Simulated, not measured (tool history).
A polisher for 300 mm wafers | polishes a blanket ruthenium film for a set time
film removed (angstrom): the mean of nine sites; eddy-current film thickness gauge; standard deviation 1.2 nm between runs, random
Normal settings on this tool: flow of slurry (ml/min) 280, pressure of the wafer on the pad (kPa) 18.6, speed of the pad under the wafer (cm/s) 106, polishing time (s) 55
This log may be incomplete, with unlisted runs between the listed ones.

| run | day | flow of slurry (ml/min) | pressure of the wafer on the pad (kPa) | speed of the pad under the wafer (cm/s) | polishing time (s) | wafers since the last listed run | wafers polished on this pad | hours since the slurry nozzle was cleaned | hours since the head pressure was calibrated | incoming thickness of the incoming film, nm | film removed (angstrom) |
|---|---|---|---|---|---|---|---|---|---|---|---|
| 1 | 0.000 | 280 | 18.6 | 106 | 55 | 0 | 6503 | 422.7 | 2.9 | 251.1 | 742 |
| 2 | 4.467 | 280 | 18.6 | 106 | 55 | 1464 | 7967 | 529.9 | 110.1 | 246.3 | 704 |
|  | 4.517 | slurry nozzle cleaned |
|  | 5.071 | worn pad replaced by a new one |
| 3 | 14.946 | 280 | 18.6 | 106 | 55 | 3367 | 3238 | 250.3 | 361.6 | 252.3 | 821 |
| 4 | 18.388 | 280 | 18.6 | 106 | 55 | 1128 | 4366 | 332.9 | 444.2 | 252.1 | 778 |
| 5 | 20.242 | 280 | 18.6 | 106 | 55 | 608 | 4974 | 377.4 | 488.7 | 244.7 | 788 |
|  | 22.808 | head pressure recalibrated |
|  | 25.354 | worn pad replaced by a new one |
| 6 | 26.171 | 280 | 18.6 | 106 | 55 | 1862 | 267 | 519.7 | 80.7 | 248.0 | 798 |
| 7 | 29.162 | 205 | 18.6 | 106 | 55 | 981 | 1248 | 591.5 | 152.5 | 250.3 | 810 |
|  | 29.754 | slurry nozzle cleaned |
| 8 | 31.383 | 205 | 18.6 | 106 | 55 | 714 | 1963 | 39.1 | 205.8 | 247.7 | 812 |
| 9 | 33.817 | 205 | 18.6 | 106 | 55 | 797 | 2761 | 97.5 | 264.2 | 250.8 | 773 |
| 10 | 35.325 | 280 | 15.9 | 106 | 55 | 494 | 3256 | 133.7 | 300.4 | 250.8 | 680 |
| 11 | 37.275 | 280 | 15.9 | 106 | 55 | 639 | 3895 | 180.5 | 347.2 | 253.1 | 689 |
| 12 | 41.300 | 280 | 15.9 | 106 | 55 | 1319 | 5215 | 277.1 | 443.8 | 253.8 | 668 |
|  | 42.933 | head pressure recalibrated |
| 13 | 45.550 | 280 | 18.6 | 106 | 46 | 1366 | 6581 | 379.1 | 62.8 | 255.1 | 619 |
|  | 46.496 | worn pad replaced by a new one |
| 14 | 48.688 | 280 | 18.6 | 106 | 46 | 974 | 718 | 454.4 | 138.1 | 249.9 | 693 |
| 15 | 53.008 | 280 | 18.6 | 106 | 55 | 1416 | 2135 | 558.1 | 241.8 | 250.3 | 833 |
|  | 53.058 | slurry nozzle cleaned |
| 16 | 55.842 | 280 | 18.6 | 106 | 55 | 915 | 3050 | 66.8 | 309.8 | 253.9 | 801 |
| 17 | 58.475 | 280 | 18.6 | 106 | 55 | 863 | 3914 | 130.0 | 373.0 | 251.3 | 790 |
| 18 | 62.671 | 280 | 24.1 | 96 | 67 | 1375 | 5290 | 230.7 | 473.7 | 253.1 | 1132 |
| 19 | 65.154 | 230 | 23.4 | 74 | 68 | 814 | 6104 | 290.3 | 533.3 | 249.5 | 942 |
|  | 66.733 | head pressure recalibrated |
|  | 67.358 | worn pad replaced by a new one |
| 20 | 67.379 | 350 | 17.2 | 74 | 46 | 647 | 7 | 343.7 | 15.5 | 255.1 | 519 |
| 21 | 69.800 | 280 | 18.6 | 92 | 55 | 793 | 801 | 401.8 | 73.6 | 252.3 | 728 |
| 22 | 71.517 | 335 | 23.4 | 84 | 55 | 562 | 1363 | 443.0 | 114.8 | 249.6 | 893 |
| 23 | 74.650 | 280 | 18.6 | 106 | 55 | 1027 | 2391 | 518.2 | 190.0 | 249.6 | 808 |
| 24 | 76.479 | 280 | 13.8 | 106 | 65 | 599 | 2991 | 562.1 | 233.9 | 253.2 | 716 |
|  | 77.629 | slurry nozzle cleaned |
| 25 | 80.304 | 210 | 18.6 | 106 | 49 | 1240 | 4231 | 64.2 | 325.7 | 250.4 | 676 |
| 26 | 82.054 | 280 | 18.6 | 86 | 55 | 573 | 4805 | 106.2 | 367.7 | 250.7 | 671 |
| 27 | 86.304 | 280 | 18.6 | 106 | 55 | 1393 | 6199 | 208.2 | 469.7 | 253.8 | 750 |
|  | 87.962 | head pressure recalibrated |
| 28 | 90.971 | 280 | 22.8 | 144 | 55 | 1502 | 7702 | 320.2 | 72.2 | 254.0 | 1065 |
|  | 91.679 | worn pad replaced by a new one |
| 29 | 94.546 | 320 | 13.1 | 122 | 45 | 1117 | 939 | 406.0 | 158.0 | 247.5 | 522 |
| 30 | 96.854 | 210 | 21.4 | 92 | 68 | 756 | 1696 | 461.4 | 213.4 | 249.6 | 1045 |
|  | 98.812 | slurry nozzle cleaned |
| 31 | 99.742 | 255 | 15.2 | 74 | 61 | 933 | 2629 | 22.3 | 282.7 | 248.9 | 592 |
| 32 | 102.708 | 280 | 18.6 | 106 | 55 | 972 | 3602 | 93.5 | 353.9 | 252.6 | 807 |
| 33 | 106.975 | 280 | 18.6 | 122 | 55 | 1399 | 5001 | 195.9 | 456.3 | 253.1 | 863 |
| 34 | 110.000 | 280 | 18.6 | 106 | 55 | 991 | 5993 | 268.5 | 528.9 | 247.4 | 760 |

Predict each of these 3 candidate next runs independently; none follows another, all start after run 34:
| A | 110.017 | 280 | 18.6 | 106 | 36 | 5 | 5999 | 268.9 | 529.3 | 253.1 | ? |
| B | 110.017 | 280 | 22.1 | 106 | 46 | 5 | 5999 | 268.9 | 529.3 | 253.1 | ? |
| C | 110.017 | 375 | 22.8 | 106 | 65 | 5 | 5999 | 268.9 | 529.3 | 253.1 | ? |

| run | film removed (angstrom) |
|---|---|
| A | 505 |
| B | 765 |
| C | 1135 |
Stripped of hidden state, with their random variation kept, the same runs would have yielded:
| run | film removed (angstrom) |
|---|---|
| A | 551 |
| B | 835 |
| C | 1239 |

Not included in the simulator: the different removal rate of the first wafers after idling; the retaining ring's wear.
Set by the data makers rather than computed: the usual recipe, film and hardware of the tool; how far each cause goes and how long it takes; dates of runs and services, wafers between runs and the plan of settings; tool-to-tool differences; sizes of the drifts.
